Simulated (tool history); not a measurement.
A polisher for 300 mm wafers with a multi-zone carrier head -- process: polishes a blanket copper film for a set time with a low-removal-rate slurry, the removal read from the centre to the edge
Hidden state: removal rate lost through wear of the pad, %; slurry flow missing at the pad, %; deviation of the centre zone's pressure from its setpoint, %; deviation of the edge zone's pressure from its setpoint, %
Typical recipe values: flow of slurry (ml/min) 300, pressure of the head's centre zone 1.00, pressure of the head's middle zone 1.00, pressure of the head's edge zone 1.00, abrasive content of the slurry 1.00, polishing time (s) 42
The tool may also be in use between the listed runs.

run,hour,flow of slurry (ml/min),pressure of the head's centre zone,pressure of the head's middle zone,pressure of the head's edge zone,abrasive content of the slurry,polishing time (s),wafers since the last listed run,wafers polished on this pad,hours since the slurry nozzle was cleaned,hours since the centre zone pressure was calibrated,hours since the edge zone pressure was calibrated,hours since the carrier head's membrane was replaced,"incoming thickness of the incoming film, nm",film removed at the wafer's centre (nm),film removed at mid-radius (nm),film removed at the wafer's edge (nm)
1,0.0,300,1.00,1.00,1.00,1.00,42,0,982,591.9,889.3,1253.2,1532.4,896.2,118.7,120.3,120.8
2,8.7,300,1.00,1.00,1.00,1.00,42,55,1037,600.6,898.0,1261.9,1541.1,879.4,119.0,117.9,120.2
3,14.9,300,1.00,1.00,1.03,1.00,42,39,1077,606.8,904.2,1268.1,1547.3,895.5,119.4,118.5,121.0
# hour 26.6: worn pad replaced by a new one
4,28.3,300,1.00,1.00,1.03,1.00,42,59,11,620.2,917.6,1281.5,1560.7,901.4,132.7,133.6,137.8
5,41.5,300,1.00,1.00,1.03,1.00,42,84,95,633.4,930.8,1294.7,1573.9,893.0,130.9,126.5,133.9
6,47.7,300,1.00,1.00,1.00,1.00,42,39,134,639.6,937.0,1300.9,1580.1,872.3,132.9,131.5,130.0
7,60.3,300,1.00,1.00,1.00,1.00,42,80,215,652.2,949.6,1313.5,1592.7,872.5,127.1,129.2,128.0
8,67.3,300,1.00,1.00,1.00,1.00,42,44,259,659.2,956.6,1320.5,1599.7,888.0,126.9,124.1,129.4
# hour 73.7: centre zone pressure recalibrated
9,82.1,300,1.00,1.00,1.00,1.00,42,81,341,674.0,8.4,1335.3,1614.5,904.0,123.2,124.8,125.3
10,97.3,300,1.00,1.00,1.00,1.00,42,96,438,689.2,23.6,1350.5,1629.7,888.0,122.7,123.5,123.6
11,107.1,300,0.91,0.95,1.00,1.00,34,62,500,699.0,33.4,1360.3,1639.5,879.4,89.7,95.9,99.0
# hour 113.6: edge zone pressure recalibrated
12,118.3,300,0.96,1.00,1.00,1.00,49,58,559,710.2,44.6,4.7,1650.7,883.2,135.9,143.9,145.7
# hour 134.7: carrier head's membrane replaced by a new one
# hour 152.2: slurry nozzle cleaned
13,158.0,300,1.00,1.00,1.00,1.00,46,214,774,5.8,84.3,44.4,23.3,904.3,131.9,133.5,130.6
# hour 165.2: worn pad replaced by a new one
14,166.9,265,1.00,1.00,1.00,1.00,42,31,10,14.7,93.2,53.3,32.2,886.5,134.7,130.7,133.7
15,183.2,300,1.00,1.05,1.00,1.00,42,103,114,31.0,109.5,69.6,48.5,880.4,130.6,130.9,130.5
16,196.7,300,1.00,1.00,1.00,1.00,42,86,200,44.5,123.0,83.1,62.0,885.9,126.5,125.8,129.0
17,211.4,300,0.89,1.05,1.00,1.00,29,93,294,59.2,137.7,97.8,76.7,871.5,75.8,88.8,86.9
18,227.7,300,1.00,1.00,1.00,1.00,42,103,398,75.5,154.0,114.1,93.0,895.3,123.7,125.8,124.0
19,242.6,300,1.00,1.09,1.00,0.85,42,94,493,90.4,168.9,129.0,107.9,883.6,119.2,124.9,120.8

For each run, what was the tool's unlogged condition?
slurry flow missing at the pad, %: 0 at every run
deviation of the centre zone's pressure from its setpoint, %: 0 at every run
deviation of the edge zone's pressure from its setpoint, %: 0 at every run
H1: removal rate lost through wear of the pad, %
run,H1
1,12.6
2,12.7
3,12.8
4,1.24
5,3.87
6,4.9
7,6.66
8,7.47
9,8.87
10,9.96
11,10.5
12,11
13,12.2
14,0.776
15,3.94
16,5.92
17,7.57
18,8.95
19,9.89

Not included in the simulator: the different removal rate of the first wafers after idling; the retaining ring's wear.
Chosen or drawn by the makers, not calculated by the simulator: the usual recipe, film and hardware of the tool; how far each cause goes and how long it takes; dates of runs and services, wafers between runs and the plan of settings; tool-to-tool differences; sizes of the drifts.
